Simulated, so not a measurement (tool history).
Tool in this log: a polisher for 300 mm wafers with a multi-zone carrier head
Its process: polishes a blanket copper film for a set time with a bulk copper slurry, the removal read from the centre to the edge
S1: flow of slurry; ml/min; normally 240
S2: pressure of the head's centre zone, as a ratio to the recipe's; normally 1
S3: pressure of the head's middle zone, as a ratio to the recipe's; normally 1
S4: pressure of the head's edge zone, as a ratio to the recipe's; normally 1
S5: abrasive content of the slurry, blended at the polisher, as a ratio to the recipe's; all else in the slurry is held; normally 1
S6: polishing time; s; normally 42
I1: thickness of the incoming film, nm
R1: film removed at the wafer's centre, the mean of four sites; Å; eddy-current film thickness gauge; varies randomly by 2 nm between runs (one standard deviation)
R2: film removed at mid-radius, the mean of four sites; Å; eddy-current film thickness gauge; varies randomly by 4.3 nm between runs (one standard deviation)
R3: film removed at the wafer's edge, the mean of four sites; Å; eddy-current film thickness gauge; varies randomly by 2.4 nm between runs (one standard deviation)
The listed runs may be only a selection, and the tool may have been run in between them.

run 1 day=0 | S1=240 S2=1 S3=1 S4=1 S5=1 S6=52 | I1=4607.8 | R1=4031 R2=4131 R3=4120
run 2 day=1.467 | S1=240 S2=0.93 S3=1 S4=1.04 S5=1.3 S6=37 | I1=4707.3 | R1=2882 R2=3126 R3=3162
-- day=1.917 edge zone pressure recalibrated
run 3 day=2.454 | S1=220 S2=1 S3=1 S4=1 S5=1 S6=54 | I1=4718.3 | R1=4160 R2=4119 R3=4187
-- day=3.054 worn pad replaced by a new one
run 4 day=3.792 | S1=240 S2=1 S3=0.92 S4=0.92 S5=1.2 S6=42 | I1=4626.1 | R1=3407 R2=3201 R3=3332
run 5 day=4.65 | S1=240 S2=1.07 S3=1 S4=0.89 S5=1 S6=42 | I1=4686.7 | R1=3431 R2=3281 R3=3142
run 6 day=5.929 | S1=240 S2=1 S3=1 S4=1 S5=1 S6=42 | I1=4721.4 | R1=3272 R2=3276 R3=3330
run 7 day=7.038 | S1=240 S2=1.08 S3=1 S4=1 S5=0.75 S6=42 | I1=4770.9 | R1=3234 R2=3093 R3=3044
run 8 day=7.671 | S1=285 S2=1 S3=1 S4=1 S5=0.8 S6=42 | I1=4666.4 | R1=3169 R2=3239 R3=3199
run 9 day=9.067 | S1=240 S2=1 S3=1 S4=1 S5=1 S6=42 | I1=4758.3 | R1=3272 R2=3278 R3=3321
run 10 day=10.512 | S1=240 S2=1 S3=1 S4=1 S5=1 S6=42 | I1=4600.8 | R1=3291 R2=3286 R3=3283
run 11 day=11.529 | S1=240 S2=1 S3=1 S4=1 S5=1 S6=42 | I1=4704.5 | R1=3272 R2=3227 R3=3312
run 12 day=12.212 | S1=240 S2=1 S3=1 S4=0.89 S5=1 S6=42 | I1=4631.6 | R1=3245 R2=3193 R3=3161
run 13 day=13.254 | S1=240 S2=1 S3=1 S4=1 S5=1 S6=42 | I1=4641.7 | R1=3228 R2=3291 R3=3262
-- day=13.588 worn pad replaced by a new one
run 14 day=14.717 | S1=175 S2=1 S3=1 S4=1.03 S5=1 S6=42 | I1=4753.8 | R1=3076 R2=3088 R3=3226
-- day=14.867 slurry nozzle cleaned
run 15 day=16.217 | S1=240 S2=1.07 S3=1 S4=1 S5=1 S6=42 | I1=4654.8 | R1=3443 R2=3331 R3=3307
run 16 day=16.875 | S1=240 S2=1 S3=1.04 S4=1 S5=1 S6=42 | I1=4783.9 | R1=3232 R2=3433 R3=3279
run 17 day=18.346 | S1=320 S2=1 S3=1 S4=1 S5=1 S6=42 | I1=4714.3 | R1=3372 R2=3386 R3=3408
run 18 day=19.079 | S1=315 S2=1 S3=1.04 S4=1.07 S5=0.9 S6=42 | I1=4706.5 | R1=3274 R2=3497 R3=3415
run 19 day=20.029 | S1=240 S2=1 S3=1 S4=1 S5=1.3 S6=34 | I1=4725.1 | R1=2811 R2=2899 R3=2858
run 20 day=20.562 | S1=240 S2=1 S3=1 S4=1 S5=1 S6=27 | I1=4655.2 | R1=2097 R2=2139 R3=2129
run 21 day=21.621 | S1=240 S2=1 S3=1 S4=1 S5=1 S6=42 | I1=4703.6 | R1=3276 R2=3338 R3=3283

Alternative continuations, all from the tool just after run 21; predict every row:
run A day=21.638 | S1=240 S2=1 S3=1 S4=1 S5=1 S6=42 | I1=4720.2 | R1=? R2=? R3=?
run B day=21.638 | S1=205 S2=1.1 S3=0.89 S4=0.88 S5=1 S6=42 | I1=4720.2 | R1=? R2=? R3=?
run C day=21.638 | S1=315 S2=1 S3=1 S4=1 S5=1 S6=35 | I1=4720.2 | R1=? R2=? R3=?
run D day=21.638 | S1=175 S2=1 S3=1 S4=0.92 S5=1 S6=42 | I1=4720.2 | R1=? R2=? R3=?
run E day=21.638 | S1=240 S2=0.93 S3=1 S4=1 S5=0.75 S6=42 | I1=4720.2 | R1=? R2=? R3=?

run=A R1=3311 R2=3267 R3=3330
run=B R1=3491 R2=2898 R3=3089
run=C R1=2854 R2=2807 R3=2839
run=D R1=3133 R2=3111 R3=3087
run=E R1=2916 R2=3053 R3=3110
Stripped of hidden state, with their random variation kept, the same runs would have yielded:
run=A R1=3311 R2=3267 R3=3330
run=B R1=3491 R2=2898 R3=3089
run=C R1=2854 R2=2807 R3=2839
run=D R1=3133 R2=3111 R3=3087
run=E R1=2916 R2=3053 R3=3110

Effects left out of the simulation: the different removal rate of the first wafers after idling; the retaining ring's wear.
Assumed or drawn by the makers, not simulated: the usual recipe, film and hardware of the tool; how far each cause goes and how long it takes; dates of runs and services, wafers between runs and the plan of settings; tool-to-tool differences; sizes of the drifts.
